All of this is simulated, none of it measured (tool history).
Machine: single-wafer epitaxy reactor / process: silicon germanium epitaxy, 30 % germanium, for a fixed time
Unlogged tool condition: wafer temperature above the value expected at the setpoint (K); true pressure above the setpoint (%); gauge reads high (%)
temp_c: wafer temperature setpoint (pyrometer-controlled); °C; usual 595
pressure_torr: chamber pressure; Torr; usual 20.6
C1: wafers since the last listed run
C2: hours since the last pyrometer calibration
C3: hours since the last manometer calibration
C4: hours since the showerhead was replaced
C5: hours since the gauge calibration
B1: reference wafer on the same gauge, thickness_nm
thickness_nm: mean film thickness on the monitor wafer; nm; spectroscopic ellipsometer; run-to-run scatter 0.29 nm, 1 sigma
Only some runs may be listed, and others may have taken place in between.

{"run": 1, "hour": 0.0, "temp_c": 599, "pressure_torr": 20.6, "C1": 0, "C2": 2028.9, "C3": 1954.7, "C4": 6781.8, "C5": 511.6, "B1": 58.514, "thickness_nm": 57.721}
{"run": 2, "hour": 79.6, "temp_c": 595, "pressure_torr": 20.6, "C1": 1711, "C2": 2108.5, "C3": 2034.3, "C4": 6861.4, "C5": 591.2, "B1": 58.424, "thickness_nm": 53.522}
{"run": 3, "hour": 124.1, "temp_c": 595, "pressure_torr": 20.6, "C1": 957, "C2": 2153, "C3": 2078.8, "C4": 6905.9, "C5": 635.7, "B1": 58.45, "thickness_nm": 53.609}
{"run": 4, "hour": 180.6, "temp_c": 595, "pressure_torr": 20.6, "C1": 1215, "C2": 2209.5, "C3": 2135.3, "C4": 6962.4, "C5": 692.2, "B1": 58.365, "thickness_nm": 53.63}
{"run": 5, "hour": 272.7, "temp_c": 595, "pressure_torr": 17.4, "C1": 1980, "C2": 2301.6, "C3": 2227.4, "C4": 7054.5, "C5": 784.3, "B1": 58.485, "thickness_nm": 50.722}
{"run": 6, "hour": 335.8, "temp_c": 595, "pressure_torr": 17.4, "C1": 1357, "C2": 2364.7, "C3": 2290.5, "C4": 7117.6, "C5": 847.4, "B1": 58.404, "thickness_nm": 50.78}
{"run": 7, "hour": 440.6, "temp_c": 595, "pressure_torr": 20.6, "C1": 2253, "C2": 2469.5, "C3": 2395.3, "C4": 7222.4, "C5": 952.2, "B1": 58.527, "thickness_nm": 53.641}
{"run": 8, "hour": 493.3, "temp_c": 601, "pressure_torr": 20.6, "C1": 1133, "C2": 2522.2, "C3": 2448, "C4": 7275.1, "C5": 1004.9, "B1": 58.422, "thickness_nm": 59.13}
{"run": 9, "hour": 541.8, "temp_c": 602, "pressure_torr": 22.3, "C1": 1043, "C2": 2570.7, "C3": 2496.5, "C4": 7323.6, "C5": 1053.4, "B1": 58.349, "thickness_nm": 62.304}
{"hour": 562.3, "done": "gauge calibrated"}
{"run": 10, "hour": 579.1, "temp_c": 602, "pressure_torr": 22.3, "C1": 802, "C2": 2608, "C3": 2533.8, "C4": 7360.9, "C5": 16.8, "B1": 58.403, "thickness_nm": 61.742}
{"hour": 591.3, "done": "showerhead replaced"}
{"run": 11, "hour": 640.6, "temp_c": 602, "pressure_torr": 15.8, "C1": 1150, "C2": 2669.5, "C3": 2595.3, "C4": 49.3, "C5": 78.3, "B1": 58.395, "thickness_nm": 55.709}
{"run": 12, "hour": 718.6, "temp_c": 595, "pressure_torr": 20.6, "C1": 1677, "C2": 2747.5, "C3": 2673.3, "C4": 127.3, "C5": 156.3, "B1": 58.414, "thickness_nm": 53.275}
{"hour": 736.5, "done": "pyrometer calibrated"}
{"run": 13, "hour": 818.0, "temp_c": 583, "pressure_torr": 20.6, "C1": 1965, "C2": 81.5, "C3": 2772.7, "C4": 226.7, "C5": 255.7, "B1": 58.467, "thickness_nm": 43.101}
{"run": 14, "hour": 879.5, "temp_c": 595, "pressure_torr": 16.1, "C1": 1322, "C2": 143, "C3": 2834.2, "C4": 288.2, "C5": 317.2, "B1": 58.274, "thickness_nm": 49.63}
{"run": 15, "hour": 965.1, "temp_c": 595, "pressure_torr": 20.6, "C1": 1840, "C2": 228.6, "C3": 2919.8, "C4": 373.8, "C5": 402.8, "B1": 58.364, "thickness_nm": 53.594}
{"hour": 1061.3, "done": "capacitance manometer re-zeroed and calibrated"}
{"run": 16, "hour": 1061.8, "temp_c": 582, "pressure_torr": 20.6, "C1": 1907, "C2": 325.3, "C3": 0.5, "C4": 470.5, "C5": 499.5, "B1": 58.348, "thickness_nm": 42.475}
{"run": 17, "hour": 1135.2, "temp_c": 585, "pressure_torr": 19.1, "C1": 1578, "C2": 398.7, "C3": 73.9, "C4": 543.9, "C5": 572.9, "B1": 58.295, "thickness_nm": 43.435}
{"run": 18, "hour": 1185.7, "temp_c": 603, "pressure_torr": 23.9, "C1": 1086, "C2": 449.2, "C3": 124.4, "C4": 594.4, "C5": 623.4, "B1": 58.427, "thickness_nm": 65.022}
{"run": 19, "hour": 1274.0, "temp_c": 601, "pressure_torr": 25.5, "C1": 1899, "C2": 537.5, "C3": 212.7, "C4": 682.7, "C5": 711.7, "B1": 58.393, "thickness_nm": 63.774}
{"run": 20, "hour": 1349.8, "temp_c": 595, "pressure_torr": 20.6, "C1": 1630, "C2": 613.3, "C3": 288.5, "C4": 758.5, "C5": 787.5, "B1": 58.415, "thickness_nm": 53.51}

4 options for the next run, each taken on its own from the tool as it stands now. Forecast them:
{"run": "A", "hour": 1350.2, "temp_c": 595, "pressure_torr": 23, "C1": 8, "C2": 613.7, "C3": 288.9, "C4": 758.9, "C5": 787.9, "B1": "?", "thickness_nm": "?"}
{"run": "B", "hour": 1350.2, "temp_c": 590, "pressure_torr": 20.6, "C1": 8, "C2": 613.7, "C3": 288.9, "C4": 758.9, "C5": 787.9, "B1": "?", "thickness_nm": "?"}
{"run": "C", "hour": 1350.2, "temp_c": 582, "pressure_torr": 17, "C1": 8, "C2": 613.7, "C3": 288.9, "C4": 758.9, "C5": 787.9, "B1": "?", "thickness_nm": "?"}
{"run": "D", "hour": 1350.2, "temp_c": 582, "pressure_torr": 25.2, "C1": 8, "C2": 613.7, "C3": 288.9, "C4": 758.9, "C5": 787.9, "B1": "?", "thickness_nm": "?"}

run=A B1=58.351 thickness_nm=55.87
run=B B1=58.351 thickness_nm=49.213
run=C B1=58.351 thickness_nm=39.932
run=D B1=58.351 thickness_nm=45.663
What these runs would have given with no unlogged condition in the tool:
run=A thickness_nm=55.87
run=B thickness_nm=49.213
run=C thickness_nm=39.932
run=D thickness_nm=45.663

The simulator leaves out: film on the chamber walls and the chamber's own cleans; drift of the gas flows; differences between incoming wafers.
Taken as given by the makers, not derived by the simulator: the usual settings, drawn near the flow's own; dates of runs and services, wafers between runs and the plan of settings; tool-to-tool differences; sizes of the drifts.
